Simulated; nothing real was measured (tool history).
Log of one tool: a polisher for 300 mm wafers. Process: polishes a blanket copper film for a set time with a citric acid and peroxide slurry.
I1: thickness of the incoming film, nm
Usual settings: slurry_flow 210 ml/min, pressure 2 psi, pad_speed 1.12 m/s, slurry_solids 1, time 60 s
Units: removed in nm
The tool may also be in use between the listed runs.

run 1 day=0 | slurry_flow=210 pressure=2 pad_speed=1.12 slurry_solids=1 time=60 | I1=1179.9 | removed=118.4
run 2 day=1.162 | slurry_flow=210 pressure=2 pad_speed=1.12 slurry_solids=1 time=60 | I1=1190.2 | removed=119
run 3 day=2.321 | slurry_flow=210 pressure=2 pad_speed=1.12 slurry_solids=1 time=60 | I1=1172.5 | removed=119.1
-- day=2.983 head pressure recalibrated
-- day=6.762 slurry nozzle cleaned
run 4 day=7.242 | slurry_flow=210 pressure=2 pad_speed=1.12 slurry_solids=1 time=60 | I1=1181.7 | removed=115
run 5 day=8.962 | slurry_flow=210 pressure=2 pad_speed=1.12 slurry_solids=1 time=60 | I1=1204.3 | removed=114.8
run 6 day=10.317 | slurry_flow=210 pressure=2 pad_speed=1.12 slurry_solids=1 time=60 | I1=1197.5 | removed=111.1
run 7 day=11.892 | slurry_flow=210 pressure=2 pad_speed=1.12 slurry_solids=1 time=60 | I1=1194.7 | removed=112.8
-- day=12.267 worn pad replaced by a new one
run 8 day=14.379 | slurry_flow=210 pressure=2 pad_speed=1.12 slurry_solids=1 time=60 | I1=1186 | removed=110.3
run 9 day=16.3 | slurry_flow=210 pressure=2 pad_speed=1.12 slurry_solids=1 time=60 | I1=1172.5 | removed=110.5
run 10 day=17.658 | slurry_flow=210 pressure=2 pad_speed=1.12 slurry_solids=1 time=60 | I1=1193.7 | removed=110.4
-- day=18.696 slurry blender recalibrated
run 11 day=20.246 | slurry_flow=210 pressure=2 pad_speed=1.12 slurry_solids=0.85 time=60 | I1=1180 | removed=112.1
run 12 day=21.771 | slurry_flow=250 pressure=2 pad_speed=1.12 slurry_solids=1 time=60 | I1=1207.4 | removed=120.3
run 13 day=24.658 | slurry_flow=230 pressure=2 pad_speed=1.12 slurry_solids=1 time=60 | I1=1191.4 | removed=112.2
-- day=24.929 worn pad replaced by a new one
run 14 day=26.733 | slurry_flow=210 pressure=2 pad_speed=1.12 slurry_solids=1 time=60 | I1=1208.3 | removed=112.6
run 15 day=28.875 | slurry_flow=180 pressure=1.6 pad_speed=0.78 slurry_solids=1.25 time=60 | I1=1182.4 | removed=68.3
run 16 day=30.492 | slurry_flow=210 pressure=2 pad_speed=1.12 slurry_solids=1 time=44 | I1=1189.6 | removed=83.3
run 17 day=32.129 | slurry_flow=260 pressure=2 pad_speed=1.12 slurry_solids=1 time=60 | I1=1192.8 | removed=111.7
-- day=33.088 slurry nozzle cleaned
run 18 day=33.225 | slurry_flow=210 pressure=2 pad_speed=1.12 slurry_solids=1 time=60 | I1=1173.9 | removed=107.7
-- day=34.729 worn pad replaced by a new one, of another model than before
run 19 day=34.917 | slurry_flow=210 pressure=1.3 pad_speed=1.12 slurry_solids=1.3 time=46 | I1=1175.4 | removed=70.1
-- day=36.546 head pressure recalibrated
-- day=36.8 slurry blender recalibrated
run 20 day=37.129 | slurry_flow=210 pressure=2 pad_speed=1.12 slurry_solids=1 time=60 | I1=1206.2 | removed=117.8
run 21 day=40.108 | slurry_flow=210 pressure=2 pad_speed=1.12 slurry_solids=1 time=66 | I1=1194.7 | removed=130
run 22 day=42.846 | slurry_flow=210 pressure=1.8 pad_speed=1.12 slurry_solids=1.2 time=60 | I1=1187.5 | removed=115.1
run 23 day=44.308 | slurry_flow=210 pressure=2 pad_speed=1.26 slurry_solids=1.25 time=54 | I1=1188.8 | removed=118.2
-- day=44.583 worn pad replaced by a new one
run 24 day=45.542 | slurry_flow=210 pressure=2 pad_speed=1.12 slurry_solids=1 time=47 | I1=1194.8 | removed=91.1
run 25 day=47.975 | slurry_flow=210 pressure=2.2 pad_speed=1.12 slurry_solids=1 time=60 | I1=1168.5 | removed=116.6
run 26 day=50.821 | slurry_flow=210 pressure=2 pad_speed=1.12 slurry_solids=1 time=60 | I1=1177.9 | removed=109.9

Run 27 comes next. What will it give?
run 27 day=53.221 | slurry_flow=210 pressure=2 pad_speed=1.12 slurry_solids=1 time=60 | I1=1200.4 | removed=?

removed: 111.6 nm
Without the tool's hidden state the same run would have given removed 122.7 nm.
